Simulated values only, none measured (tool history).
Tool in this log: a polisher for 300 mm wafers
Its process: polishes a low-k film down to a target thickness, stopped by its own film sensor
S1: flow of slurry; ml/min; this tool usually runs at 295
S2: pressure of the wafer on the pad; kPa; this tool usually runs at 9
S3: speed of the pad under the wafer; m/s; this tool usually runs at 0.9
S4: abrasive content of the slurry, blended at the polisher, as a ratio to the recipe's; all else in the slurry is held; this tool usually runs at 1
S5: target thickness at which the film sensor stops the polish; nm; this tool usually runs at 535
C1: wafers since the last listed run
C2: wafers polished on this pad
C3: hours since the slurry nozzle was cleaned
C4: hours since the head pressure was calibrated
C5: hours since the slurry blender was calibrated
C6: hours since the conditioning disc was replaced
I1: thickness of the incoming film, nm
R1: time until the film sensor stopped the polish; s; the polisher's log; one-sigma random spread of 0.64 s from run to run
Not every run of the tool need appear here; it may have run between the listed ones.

Run 1, hour 0: usual settings; C1 0; C2 649; C3 719.7; C4 141.2; C5 227.8; C6 195.6; I1 554. Result: R1 90.1 s.
Run 2, hour 6.6: usual settings but S2 6.2 kPa, S5 536 nm; C1 55; C2 705; C3 726.3; C4 147.8; C5 234.4; C6 202.2; I1 550.2. Result: R1 93.5 s.
At hour 21.9: conditioning disc replaced and pad reconditioned.
Run 3, hour 22.4: usual settings; C1 116; C2 821; C3 742.1; C4 163.6; C5 250.2; C6 0.5; I1 555.9. Result: R1 100.6 s.
Run 4, hour 28.4: usual settings; C1 50; C2 872; C3 748.1; C4 169.6; C5 256.2; C6 6.5; I1 539.7. Result: R1 22.1 s.
Run 5, hour 40.8: usual settings; C1 104; C2 977; C3 760.5; C4 182; C5 268.6; C6 18.9; I1 553.1. Result: R1 87.1 s.
Run 6, hour 58.3: usual settings; C1 148; C2 1125; C3 778; C4 199.5; C5 286.1; C6 36.4; I1 549.1. Result: R1 66.6 s.
At hour 67.4: worn pad replaced by a new one.
Run 7, hour 73.3: usual settings but S2 6.2 kPa, S3 1.08 m/s, S4 0.85, S5 538 nm; C1 93; C2 49; C3 793; C4 214.5; C5 301.1; C6 51.4; I1 541.7. Result: R1 22.2 s.
At hour 79: slurry blender recalibrated.
Run 8, hour 85: usual settings; C1 82; C2 132; C3 804.7; C4 226.2; C5 6; C6 63.1; I1 553.1. Result: R1 93.2 s.
Run 9, hour 97.9: usual settings but S1 385 ml/min, S4 0.8; C1 109; C2 241; C3 817.6; C4 239.1; C5 18.9; C6 76; I1 549.5. Result: R1 79.7 s.
Run 10, hour 110.9: usual settings but S5 537 nm; C1 110; C2 351; C3 830.6; C4 252.1; C5 31.9; C6 89; I1 546.8. Result: R1 51.7 s.
Run 11, hour 119.8: usual settings; C1 75; C2 426; C3 839.5; C4 261; C5 40.8; C6 97.9; I1 550.1. Result: R1 79.9 s.
Run 12, hour 132.5: usual settings but S1 240 ml/min; C1 107; C2 533; C3 852.2; C4 273.7; C5 53.5; C6 110.6; I1 551.1. Result: R1 84.7 s.
At hour 135.9: slurry nozzle cleaned.
At hour 142.8: head pressure recalibrated.
Run 13, hour 147.6: usual settings but S1 330 ml/min, S3 0.7 m/s; C1 102; C2 636; C3 11.7; C4 4.8; C5 68.6; C6 125.7; I1 562.7. Result: R1 178.8 s.
Run 14, hour 162.1: usual settings but S1 245 ml/min, S3 1.1 m/s; C1 122; C2 759; C3 26.2; C4 19.3; C5 83.1; C6 140.2; I1 543.3. Result: R1 38.5 s.
Run 15, hour 170.5: usual settings but S1 365 ml/min; C1 71; C2 830; C3 34.6; C4 27.7; C5 91.5; C6 148.6; I1 554.1. Result: R1 104.1 s.
Run 16, hour 185.9: usual settings but S4 0.75; C1 130; C2 960; C3 50; C4 43.1; C5 106.9; C6 164; I1 540.5. Result: R1 33.7 s.
Run 17, hour 198: usual settings but S1 340 ml/min, S2 11 kPa, S3 1.02 m/s, S5 531 nm; C1 102; C2 1062; C3 62.1; C4 55.2; C5 119; C6 176.1; I1 548.9. Result: R1 73.9 s.
At hour 201: slurry blender recalibrated, repeated, since the last time left the tool worse.
At hour 204.3: worn pad replaced by a new one.
Run 18, hour 211.2: usual settings but S1 350 ml/min, S4 0.9, S5 532 nm; C1 66; C2 58; C3 75.3; C4 68.4; C5 10.2; C6 189.3; I1 548.4. Result: R1 74.3 s.
Run 19, hour 221: usual settings but S1 345 ml/min, S2 5.5 kPa; C1 82; C2 141; C3 85.1; C4 78.2; C5 20; C6 199.1; I1 558.8. Result: R1 157.5 s.
Run 20, hour 228.1: usual settings; C1 60; C2 201; C3 92.2; C4 85.3; C5 27.1; C6 206.2; I1 540.3. Result: R1 23.5 s.
At hour 260.6: conditioning disc replaced and pad reconditioned.
Run 21, hour 263.2: usual settings but S2 11.7 kPa, S4 0.8; C1 280; C2 481; C3 127.3; C4 120.4; C5 62.2; C6 2.6; I1 549. Result: R1 55.1 s.
Run 22, hour 269.4: usual settings; C1 52; C2 533; C3 133.5; C4 126.6; C5 68.4; C6 8.8; I1 557.9. Result: R1 102.9 s.
Run 23, hour 281.1: usual settings; C1 99; C2 632; C3 145.2; C4 138.3; C5 80.1; C6 20.5; I1 550.3. Result: R1 70.7 s.
Run 24, hour 296.5: usual settings but S2 10.3 kPa; C1 130; C2 763; C3 160.6; C4 153.7; C5 95.5; C6 35.9; I1 546.1. Result: R1 45 s.
Run 25, hour 303.3: usual settings; C1 57; C2 820; C3 167.4; C4 160.5; C5 102.3; C6 42.7; I1 551.6. Result: R1 76.9 s.
Run 26, hour 311.9: usual settings; C1 72; C2 893; C3 176; C4 169.1; C5 110.9; C6 51.3; I1 553.2. Result: R1 84.1 s.

4 options for the next run, each taken on its own from the tool as it stands now. Forecast them:
Run A, hour 312.3: usual settings; C1 3; C2 896; C3 176.4; C4 169.5; C5 111.3; C6 51.7; I1 548.2. Result: R1 ?.
Run B, hour 312.3: usual settings but S1 380 ml/min, S2 6.9 kPa; C1 3; C2 896; C3 176.4; C4 169.5; C5 111.3; C6 51.7; I1 548.2. Result: R1 ?.
Run C, hour 312.3: usual settings but S1 390 ml/min, S3 0.62 m/s; C1 3; C2 896; C3 176.4; C4 169.5; C5 111.3; C6 51.7; I1 548.2. Result: R1 ?.
Run D, hour 312.3: usual settings but S1 345 ml/min, S3 0.66 m/s; C1 3; C2 896; C3 176.4; C4 169.5; C5 111.3; C6 51.7; I1 548.2. Result: R1 ?.

run    R1
  A  60.4
  B  74.7
  C    80
  D  76.7
With no hidden state in the tool, these same runs would have given:
run    R1
  A  57.3
  B  70.8
  C  75.9
  D  72.7

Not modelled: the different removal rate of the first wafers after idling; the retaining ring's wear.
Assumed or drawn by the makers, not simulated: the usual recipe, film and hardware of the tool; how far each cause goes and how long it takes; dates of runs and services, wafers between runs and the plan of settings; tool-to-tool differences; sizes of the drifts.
